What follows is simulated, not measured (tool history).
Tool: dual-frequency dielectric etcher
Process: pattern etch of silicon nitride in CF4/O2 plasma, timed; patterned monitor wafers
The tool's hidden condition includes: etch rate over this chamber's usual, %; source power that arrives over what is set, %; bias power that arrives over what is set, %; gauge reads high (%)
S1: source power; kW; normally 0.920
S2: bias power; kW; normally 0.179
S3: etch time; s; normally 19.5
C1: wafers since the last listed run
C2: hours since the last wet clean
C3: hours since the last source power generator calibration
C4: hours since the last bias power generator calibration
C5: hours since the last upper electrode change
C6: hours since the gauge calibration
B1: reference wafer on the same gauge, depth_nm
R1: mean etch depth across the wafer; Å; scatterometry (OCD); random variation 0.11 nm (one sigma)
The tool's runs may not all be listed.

run   hour     S1     S2    S3   C1     C2      C3      C4      C5     C6    B1   R1
  1    0.0  0.920  0.179  19.5    0  315.3  2387.4  3555.0  2053.6  304.1  69.3  726
  2   35.4  0.920  0.179  19.5  397  350.7  2422.8  3590.4  2089.0  339.5  69.3  723
  3   53.8  0.920  0.179  19.5  206  369.1  2441.2  3608.8  2107.4  357.9  69.3  726
      78.1  -- gauge calibrated
  4   81.9  0.920  0.153  19.5  315  397.2  2469.3  3636.9  2135.5    3.8  69.3  665
  5  100.5  0.920  0.179  19.5  208  415.8  2487.9  3655.5  2154.1   22.4  69.4  725
  6  119.3  0.920  0.179  19.5  210  434.6  2506.7  3674.3  2172.9   41.2  69.3  725
  7  152.4  0.920  0.179  19.5  371  467.7  2539.8  3707.4  2206.0   74.3  69.3  726
  8  166.7  0.920  0.179  19.5  160  482.0  2554.1  3721.7  2220.3   88.6  69.3  726
  9  180.7  0.920  0.179  19.5  157  496.0  2568.1  3735.7  2234.3  102.6  69.3  726
 10  193.3  0.920  0.179  19.5  141  508.6  2580.7  3748.3  2246.9  115.2  69.3  725
 11  226.1  0.920  0.179  19.5  367  541.4  2613.5  3781.1  2279.7  148.0  69.3  727
     251.7  -- wet clean of the chamber
 12  252.2  0.920  0.179  19.5   23    0.5  2639.6  3807.2  2305.8  174.1  69.3  725
 13  268.1  0.920  0.179  19.5  178   16.4  2655.5  3823.1  2321.7  190.0  69.3  725
 14  282.2  0.920  0.179  19.5  158   30.5  2669.6  3837.2  2335.8  204.1  69.3  725
 15  303.9  1.080  0.208  22.0  243   52.2  2691.3  3858.9  2357.5  225.8  69.3  997
     313.0  -- bias power generator calibrated
 16  338.0  0.920  0.179  19.5  337   86.3  2725.4    25.0  2391.6  259.9  69.3  706
 17  354.5  0.920  0.179  19.5  185  102.8  2741.9    41.5  2408.1  276.4  69.3  704
     380.4  -- upper electrode replaced
 18  380.9  1.010  0.207  19.5   26  129.2  2768.3    67.9     0.5  302.8  69.3  815
     442.5  -- gauge calibrated
 19  444.6  1.070  0.205  19.5  714  192.9  2832.0   131.6    64.2    2.1  69.3  839
     457.7  -- source power generator calibrated
 20  475.6  0.920  0.179  19.5  302  223.9    17.9   162.6    95.2   33.1  69.3  727
 21  499.7  0.990  0.207  14.5  270  248.0    42.0   186.7   119.3   57.2  69.3  615
 22  516.3  0.920  0.179  19.5  186  264.6    58.6   203.3   135.9   73.8  69.3  725
 23  536.0  0.760  0.156  21.5  220  284.3    78.3   223.0   155.6   93.5  69.3  650
 24  563.5  0.920  0.179  19.5  308  311.8   105.8   250.5   183.1  121.0  69.3  727
 25  591.7  0.770  0.223  15.0  316  340.0   134.0   278.7   211.3  149.2  69.3  555
 26  612.7  1.000  0.194  15.0  235  361.0   155.0   299.7   232.3  170.2  69.3  618
 27  627.8  0.830  0.145  13.5  169  376.1   170.1   314.8   247.4  185.3  69.3  414
 28  659.9  1.070  0.218  15.0  360  408.2   202.2   346.9   279.5  217.4  69.3  688
 29  685.0  0.920  0.150  16.0  281  433.3   227.3   372.0   304.6  242.5  69.3  538

Take each entry between the runs: how does the hidden state at the last listed run before it differ from the hidden state at the first listed run after it?
Run 3 -> run 4: gauge calibrated (hour 78.1)
  source power that arrives over what is set, %: -3.2 -> -3.24; bias power that arrives over what is set, %: 5.91 -> 5.99
  measured minus no-state result, R1: +6 -> +5 Å
Run 11 -> run 12: wet clean of the chamber (hour 251.7)
  source power that arrives over what is set, %: -3.48 -> -3.52; bias power that arrives over what is set, %: 6.46 -> 6.55
  measured minus no-state result, R1: +7 -> +7 Å
Run 15 -> run 16: bias power generator calibrated (hour 313.0)
  source power that arrives over what is set, %: -3.61 -> -3.66; bias power that arrives over what is set, %: 6.72 -> 1.01
  measured minus no-state result, R1: +11 -> -14 Å
Run 17 -> run 18: upper electrode replaced (hour 380.4)
  source power that arrives over what is set, %: -3.69 -> -3.73
  measured minus no-state result, R1: -15 -> -17 Å
Run 18 -> run 19: gauge calibrated (hour 442.5)
  source power that arrives over what is set, %: -3.73 -> -3.84
  measured minus no-state result, R1: -17 -> -18 Å
Run 19 -> run 20: source power generator calibrated (hour 457.7)
  source power that arrives over what is set, %: -3.84 -> 0.497; bias power that arrives over what is set, %: 1.01 -> 1.02
  measured minus no-state result, R1: -18 -> +6 Å

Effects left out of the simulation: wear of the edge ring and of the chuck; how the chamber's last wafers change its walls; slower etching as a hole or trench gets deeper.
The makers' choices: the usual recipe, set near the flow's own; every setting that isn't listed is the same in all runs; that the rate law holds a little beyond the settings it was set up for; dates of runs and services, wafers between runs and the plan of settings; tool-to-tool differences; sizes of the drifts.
